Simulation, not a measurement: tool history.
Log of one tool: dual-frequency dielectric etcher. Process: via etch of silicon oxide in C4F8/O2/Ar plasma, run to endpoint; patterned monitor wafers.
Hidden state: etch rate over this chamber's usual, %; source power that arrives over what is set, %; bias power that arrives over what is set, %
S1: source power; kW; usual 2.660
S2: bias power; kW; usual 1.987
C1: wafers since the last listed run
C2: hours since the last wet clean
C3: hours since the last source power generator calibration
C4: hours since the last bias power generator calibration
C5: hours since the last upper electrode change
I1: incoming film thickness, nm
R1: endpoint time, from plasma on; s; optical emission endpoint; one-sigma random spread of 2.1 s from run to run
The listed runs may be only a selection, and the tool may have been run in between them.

run,hour,S1,S2,C1,C2,C3,C4,C5,I1,R1
1,0.0,2.660,1.987,0,219.7,942.9,3382.6,5093.9,1525.8,259.1
2,60.3,2.660,1.987,372,280.0,1003.2,3442.9,5154.2,1519.1,254.5
3,148.7,2.660,1.987,546,368.4,1091.6,3531.3,5242.6,1519.0,246.1
# hour 208.3: wet clean of the chamber
4,233.5,2.660,1.987,375,25.2,1176.4,3616.1,5327.4,1540.9,261.0
5,293.4,2.660,1.987,370,85.1,1236.3,3676.0,5387.3,1506.0,253.3
6,391.5,2.660,1.987,606,183.2,1334.4,3774.1,5485.4,1526.0,253.8
7,449.7,2.660,1.987,359,241.4,1392.6,3832.3,5543.6,1506.9,247.6
8,498.2,2.660,1.987,299,289.9,1441.1,3880.8,5592.1,1528.0,249.4
# hour 590.8: wet clean of the chamber
9,593.2,2.660,1.987,438,2.4,1536.1,3975.8,5687.1,1518.6,260.1
# hour 628.0: upper electrode replaced
10,683.6,2.270,1.987,410,92.8,1626.5,4066.2,55.6,1534.9,274.7
11,757.8,2.270,1.987,458,167.0,1700.7,4140.4,129.8,1510.3,272.8
# hour 820.6: bias power generator calibrated
12,849.8,2.660,1.765,543,259.0,1792.7,29.2,221.8,1535.2,267.7
13,913.2,2.850,1.773,391,322.4,1856.1,92.6,285.2,1528.4,257.7
14,997.5,2.850,2.347,520,406.7,1940.4,176.9,369.5,1515.9,227.0
# hour 1036.9: wet clean of the chamber
15,1101.8,2.320,1.987,496,64.9,2044.7,281.2,473.8,1531.6,276.1
# hour 1145.7: source power generator calibrated
16,1174.7,2.660,1.987,425,137.8,29.0,354.1,546.7,1505.6,253.6
17,1237.6,2.030,2.138,388,200.7,91.9,417.0,609.6,1528.8,278.9
18,1303.6,3.150,2.438,407,266.7,157.9,483.0,675.6,1519.1,223.0
19,1392.3,2.660,1.987,548,355.4,246.6,571.7,764.3,1536.9,253.2
20,1457.7,3.060,1.626,404,420.8,312.0,637.1,829.7,1529.4,249.9
# hour 1502.2: wet clean of the chamber
21,1517.7,2.850,1.773,222,15.5,372.0,697.1,889.7,1525.3,261.1
22,1598.0,2.920,2.300,496,95.8,452.3,777.4,970.0,1519.8,236.4

What if the next run were any one of these 5? Each begins from the tool's condition after run 22:
A,1598.5,2.660,1.987,3,96.3,452.8,777.9,970.5,1529.8,?
B,1598.5,2.030,1.987,3,96.3,452.8,777.9,970.5,1529.8,?
C,1598.5,2.850,2.290,3,96.3,452.8,777.9,970.5,1529.8,?
D,1598.5,2.660,1.739,3,96.3,452.8,777.9,970.5,1529.8,?
E,1598.5,2.420,1.548,3,96.3,452.8,777.9,970.5,1529.8,?

run,R1
A,253.7
B,283.5
C,235.4
D,264.9
E,286.1
Take away the tool's hidden state, keep each run's random variation, and the runs would have read:
run,R1
A,257.9
B,288.1
C,239.3
D,269.3
E,290.8
